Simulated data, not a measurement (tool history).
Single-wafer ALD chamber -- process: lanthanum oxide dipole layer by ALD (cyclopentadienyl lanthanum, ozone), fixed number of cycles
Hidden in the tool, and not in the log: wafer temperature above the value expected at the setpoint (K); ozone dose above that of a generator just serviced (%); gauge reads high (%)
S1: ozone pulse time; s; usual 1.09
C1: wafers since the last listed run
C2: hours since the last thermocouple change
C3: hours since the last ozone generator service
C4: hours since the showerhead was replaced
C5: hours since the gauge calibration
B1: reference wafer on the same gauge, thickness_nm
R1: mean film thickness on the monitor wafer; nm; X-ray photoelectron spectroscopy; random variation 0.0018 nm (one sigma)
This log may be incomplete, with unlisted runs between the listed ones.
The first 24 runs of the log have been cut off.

{"run": 25, "hour": 1994.1, "S1": 0.79, "C1": 423, "C2": 1057.5, "C3": 505.2, "C4": 228.7, "C5": 1090.0, "B1": 0.491, "R1": 0.477}
{"run": 26, "hour": 2031.3, "S1": 1.21, "C1": 386, "C2": 1094.7, "C3": 542.4, "C4": 265.9, "C5": 1127.2, "B1": 0.491, "R1": 0.51}
{"run": 27, "hour": 2112.8, "S1": 0.88, "C1": 846, "C2": 1176.2, "C3": 623.9, "C4": 347.4, "C5": 1208.7, "B1": 0.491, "R1": 0.481}
{"run": 28, "hour": 2182.2, "S1": 1.2, "C1": 721, "C2": 1245.6, "C3": 693.3, "C4": 416.8, "C5": 1278.1, "B1": 0.491, "R1": 0.507}
{"hour": 2284.9, "done": "thermocouple changed; heater temperature recalibrated"}
{"run": 29, "hour": 2285.4, "S1": 0.91, "C1": 989, "C2": 0.5, "C3": 796.5, "C4": 520.0, "C5": 1381.3, "B1": 0.491, "R1": 0.487}
{"hour": 2339.1, "done": "ozone generator serviced"}
{"run": 30, "hour": 2339.6, "S1": 1.09, "C1": 479, "C2": 54.7, "C3": 0.5, "C4": 574.2, "C5": 1435.5, "B1": 0.491, "R1": 0.508}
{"hour": 2385.6, "done": "gauge calibrated"}
{"run": 31, "hour": 2441.0, "S1": 1.09, "C1": 1053, "C2": 156.1, "C3": 101.9, "C4": 675.6, "C5": 55.4, "B1": 0.491, "R1": 0.506}
{"run": 32, "hour": 2511.5, "S1": 0.94, "C1": 732, "C2": 226.6, "C3": 172.4, "C4": 746.1, "C5": 125.9, "B1": 0.49, "R1": 0.495}
{"run": 33, "hour": 2606.7, "S1": 1.09, "C1": 989, "C2": 321.8, "C3": 267.6, "C4": 841.3, "C5": 221.1, "B1": 0.491, "R1": 0.504}

4 options for the next run, each taken on its own from the tool as it stands now. Forecast them:
{"run": "A", "hour": 2607.1, "S1": 1.09, "C1": 4, "C2": 322.2, "C3": 268.0, "C4": 841.7, "C5": 221.5, "B1": "?", "R1": "?"}
{"run": "B", "hour": 2607.1, "S1": 1.43, "C1": 4, "C2": 322.2, "C3": 268.0, "C4": 841.7, "C5": 221.5, "B1": "?", "R1": "?"}
{"run": "C", "hour": 2607.1, "S1": 1.5, "C1": 4, "C2": 322.2, "C3": 268.0, "C4": 841.7, "C5": 221.5, "B1": "?", "R1": "?"}
{"run": "D", "hour": 2607.1, "S1": 1.46, "C1": 4, "C2": 322.2, "C3": 268.0, "C4": 841.7, "C5": 221.5, "B1": "?", "R1": "?"}

run=A B1=0.491 R1=0.505
run=B B1=0.491 R1=0.526
run=C B1=0.491 R1=0.529
run=D B1=0.491 R1=0.527
With no hidden state in the tool, these same runs would have given:
run=A R1=0.510
run=B R1=0.530
run=C R1=0.533
run=D R1=0.531

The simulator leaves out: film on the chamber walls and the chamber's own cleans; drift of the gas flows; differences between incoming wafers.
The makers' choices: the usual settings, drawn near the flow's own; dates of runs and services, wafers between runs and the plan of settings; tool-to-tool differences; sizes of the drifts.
